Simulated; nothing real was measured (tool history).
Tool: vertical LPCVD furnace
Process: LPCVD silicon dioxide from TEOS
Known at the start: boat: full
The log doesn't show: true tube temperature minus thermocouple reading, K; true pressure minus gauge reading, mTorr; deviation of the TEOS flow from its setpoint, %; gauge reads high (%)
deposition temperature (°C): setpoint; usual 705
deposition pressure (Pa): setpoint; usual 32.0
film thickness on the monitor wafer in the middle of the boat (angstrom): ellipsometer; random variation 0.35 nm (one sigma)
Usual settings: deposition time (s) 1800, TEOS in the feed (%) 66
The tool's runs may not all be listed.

run   hour  deposition temperature (°C)  deposition pressure (Pa)  deposition time (s)  TEOS in the feed (%)  wafers since the last listed run  hours since the last temperature calibration  hours since the pressure gauge was zeroed  hours since the TEOS flow controller was replaced  hours since the gauge calibration  read-back reference wafer on the same gauge, thickness  film thickness on the monitor wafer in the middle of the boat (angstrom)
  1    0.0                          705                      32.0                 1800                    66                                 0                                        3178.1                                     2429.7                                             6357.4                              206.9                                                  206.15                                                                    2196.2
  2    8.1                          705                      32.0                 1800                    66                                93                                        3186.2                                     2437.8                                             6365.5                              215.0                                                  205.98                                                                    2191.1
  3   48.6                          705                      32.0                 1800                    66                               468                                        3226.7                                     2478.3                                             6406.0                              255.5                                                  205.77                                                                    2187.9
  4   55.0                          705                      36.0                 1800                    66                                74                                        3233.1                                     2484.7                                             6412.4                              261.9                                                  205.83                                                                    2324.8
  5   68.3                          705                      36.0                 1800                    66                               153                                        3246.4                                     2498.0                                             6425.7                              275.2                                                  205.77                                                                    2318.9
  6   82.8                          705                      36.0                 1800                    66                               167                                        3260.9                                     2512.5                                             6440.2                              289.7                                                  205.96                                                                    2318.4
  7   98.7                          705                      32.0                 1800                    66                               184                                        3276.8                                     2528.4                                             6456.1                              305.6                                                  205.97                                                                    2189.9
  8  107.0                          698                      32.0                 1800                    66                                96                                        3285.1                                     2536.7                                             6464.4                              313.9                                                  206.07                                                                    1863.4
  9  122.0                          698                      32.0                 1800                    66                               173                                        3300.1                                     2551.7                                             6479.4                              328.9                                                  206.06                                                                    1861.2
 10  136.2                          705                      32.0                 1800                    66                               164                                        3314.3                                     2565.9                                             6493.6                              343.1                                                  205.78                                                                    2196.7
     140.1  -- gauge calibrated
     173.2  -- TEOS flow controller replaced
     187.5  -- pressure gauge zeroed
 11  188.0                          705                      32.0                 1800                    66                               157                                        3366.1                                        0.5                                               14.8                               47.9                                                  206.26                                                                    2189.3
 12  191.6                          705                      32.0                 1800                    66                                 4                                        3369.7                                        4.1                                               18.4                               51.5                                                  206.12                                                                    2193.2
 13  195.2                          705                      32.0                 1800                    66                                 0                                        3373.3                                        7.7                                               22.0                               55.1                                                  205.96                                                                    2191.5
     212.4  -- thermocouples replaced and temperature profile calibrated
 14  212.9                          705                      32.0                 2460                    66                                 5                                           0.5                                       25.4                                               39.7                               72.8                                                  206.26                                                                    3105.5
 15  216.5                          713                      39.3                 1800                    54                                41                                           4.1                                       29.0                                               43.3                               76.4                                                  206.03                                                                    2729.3
 16  226.4                          705                      32.0                 1800                    66                               114                                          14.0                                       38.9                                               53.2                               86.3                                                  205.93                                                                    2265.5
 17  246.0                          705                      32.0                 1800                    72                               226                                          33.6                                       58.5                                               72.8                              105.9                                                  205.92                                                                    2385.0
     285.6  -- thermocouples replaced and temperature profile calibrated, repeated, since the last time left the tool worse
 18  286.1                          713                      32.0                 1440                    66                               186                                           0.5                                       98.6                                              112.9                              146.0                                                  205.89                                                                    1941.4
 19  289.7                          705                      32.0                 1800                    75                                41                                           4.1                                      102.2                                              116.5                              149.6                                                  205.74                                                                    2155.9
 20  293.4                          696                      36.0                 1800                    60                                42                                           7.8                                      105.9                                              120.2                              153.3                                                  205.96                                                                    1662.1

The next listed run, before its measurement:
 21  307.1                          713                      39.3                 1800                    54                               158                                          21.5                                      119.6                                              133.9                              167.0                                                       ?                                                                         ?

Run 21 gave read-back reference wafer on the same gauge, thickness 206.03, film thickness on the monitor wafer in the middle of the boat (angstrom) 2445.1.
Without the tool's hidden state the same run would have given film thickness on the monitor wafer in the middle of the boat (angstrom) 2440.8.
